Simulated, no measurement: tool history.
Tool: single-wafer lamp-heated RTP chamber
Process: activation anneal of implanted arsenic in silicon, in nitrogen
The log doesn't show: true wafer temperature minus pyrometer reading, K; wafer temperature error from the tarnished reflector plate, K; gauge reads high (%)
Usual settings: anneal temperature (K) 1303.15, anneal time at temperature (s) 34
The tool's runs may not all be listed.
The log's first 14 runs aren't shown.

run	hour	anneal temperature (K)	anneal time at temperature (s)	wafers since the last listed run	wafers since the last pyrometer calibration	wafers since the reflector plate was cleaned	hours since the gauge calibration	read-back reference wafer on the same gauge, sheet resistance	sheet resistance of the implanted and annealed layer (ohm/square)
15	368.2	1313.15	51	400	2350	14105	254.7	110.27	82.70
16	382.4	1324.15	34	188	2538	14293	268.9	110.22	85.02
# hour 391.8: reflector plate cleaned
17	405.7	1313.15	34	202	2741	184	292.2	110.29	91.01
18	430.6	1331.15	21	329	3071	514	317.1	110.32	91.15
19	464.6	1303.15	34	450	3521	965	351.1	110.35	98.16
20	484.6	1303.15	34	265	3786	1230	371.1	110.53	97.61
21	499.5	1312.15	21	197	3984	1427	386.0	110.52	105.11
22	529.8	1320.15	22	401	4385	1829	416.3	110.57	97.53
23	552.4	1333.15	18	299	4685	2128	438.9	110.64	93.83
24	577.2	1303.15	34	328	5013	2457	463.7	110.79	97.88
# hour 589.1: pyrometer window cleaned and pyrometer calibrated
25	602.4	1314.15	43	227	176	2685	488.9	110.77	85.44
26	624.4	1303.15	45	291	467	2976	510.9	110.89	91.00
27	640.7	1303.15	54	216	683	3192	527.2	110.79	85.79
28	654.7	1283.15	34	185	869	3378	541.2	110.82	114.89
29	683.2	1279.15	28	377	1247	3756	569.7	110.77	126.51
30	702.6	1318.15	49	257	1504	4013	589.1	110.97	80.53
31	717.6	1303.15	34	198	1703	4212	604.1	110.92	98.01
32	734.3	1303.15	25	221	1924	4433	620.8	111.11	107.17
33	749.3	1323.15	19	198	2123	4632	635.8	111.04	99.57
34	765.9	1278.15	45	219	2343	4852	652.4	111.17	110.57
35	784.9	1303.15	34	251	2594	5103	671.4	111.02	98.34
36	798.1	1303.15	42	174	2769	5278	684.6	111.07	93.57

Forecast each of these 5 alternatives for the next run:
A	798.5	1303.15	14	5	2775	5284	685.0	?	?
B	798.5	1275.15	34	5	2775	5284	685.0	?	?
C	798.5	1303.15	46	5	2775	5284	685.0	?	?
D	798.5	1318.15	34	5	2775	5284	685.0	?	?
E	798.5	1325.15	48	5	2775	5284	685.0	?	?

run	read-back reference wafer on the same gauge, sheet resistance	sheet resistance of the implanted and annealed layer (ohm/square)
A	111.16	127.78
B	111.16	124.40
C	111.16	90.68
D	111.16	88.89
E	111.16	78.46
Without the tool's hidden state the same runs would have given:
run	sheet resistance of the implanted and annealed layer (ohm/square)
A	126.01
B	122.67
C	89.42
D	87.66
E	77.37
